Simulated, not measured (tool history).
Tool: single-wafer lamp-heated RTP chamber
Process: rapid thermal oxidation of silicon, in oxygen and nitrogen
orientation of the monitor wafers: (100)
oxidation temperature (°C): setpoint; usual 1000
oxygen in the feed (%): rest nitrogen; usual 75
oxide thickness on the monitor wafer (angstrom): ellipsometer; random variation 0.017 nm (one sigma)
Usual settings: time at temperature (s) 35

run	day	oxidation temperature (°C)	time at temperature (s)	oxygen in the feed (%)	read-back reference wafer on the same gauge, thickness	oxide thickness on the monitor wafer (angstrom)
1	0.000	1016	35	75	4.923	48.02
2	0.600	1000	35	87	4.924	44.98
3	1.058	1016	26	75	4.923	42.55
4	1.596	1000	35	75	4.920	43.35
5	1.875	1000	35	75	4.924	43.36
6	2.308	1000	31	75	4.920	41.32
7	4.146	1000	35	75	4.916	43.92
8	4.788	1000	35	75	4.919	44.13
9	5.367	1000	35	59	4.915	41.19
10	6.017	1000	35	59	4.919	41.28
11	6.383	1000	35	59	4.919	39.73
12	6.842	1000	35	75	4.918	42.80
13	7.308	1000	35	75	4.921	42.61
14	7.633	1000	35	75	4.923	42.73
15	7.967	1000	47	65	4.924	45.78
16	8.529	1000	47	65	4.916	46.17
17	8.808	988	48	75	4.922	45.17
18	9.262	1018	25	55	4.920	38.47
19	9.721	1029	35	75	4.923	52.63
20	10.017	982	23	94	4.920	34.72
21	10.521	1010	41	75	4.927	49.24
22	10.900	971	23	98	4.922	32.94
23	11.208	1000	23	75	4.921	36.54
24	11.829	1000	35	87	4.920	45.42
25	12.425	1010	35	93	4.922	49.71
26	13.083	1000	35	75	4.922	43.60
27	13.742	1000	35	75	4.918	43.88
28	14.092	974	50	55	4.921	38.26
29	14.588	1027	41	75	4.922	56.85
30	14.908	973	25	98	4.921	35.15
31	15.571	974	35	67	4.920	36.27
32	15.992	1027	51	95	4.919	68.78
33	16.712	1000	35	75	4.917	45.03
34	17.512	976	35	91	4.922	38.40
35	18.029	1000	35	75	4.919	42.42
36	18.379	1000	35	75	4.920	42.55
37	18.892	1000	52	75	4.916	50.06

Taken out of this log: 4 entries between the listed runs. Where each belongs, and how the hidden state differs across it:
Between runs 7 and 8: oxygen flow controller replaced (day 4.500)
  true wafer temperature minus pyrometer reading, K: 5.6 -> 6.39
  measured less the result without the state, oxide thickness on the monitor wafer (angstrom): +1.65 -> +1.89
Between runs 10 and 11: pyrometer window cleaned and pyrometer calibrated (day 6.362)
  true wafer temperature minus pyrometer reading, K: 8.05 -> 0.695
  measured less the result without the state, oxide thickness on the monitor wafer (angstrom): +2.13 -> +0.18
Between runs 13 and 14: gauge calibrated (day 7.483)
  true wafer temperature minus pyrometer reading, K: 0.755 -> 0.804
  measured less the result without the state, oxide thickness on the monitor wafer (angstrom): +0.22 -> +0.23
Between runs 33 and 34: pyrometer window cleaned and pyrometer calibrated (day 17.492)
  true wafer temperature minus pyrometer reading, K: 7.93 -> 0.307
  measured less the result without the state, oxide thickness on the monitor wafer (angstrom): +2.38 -> +0.08
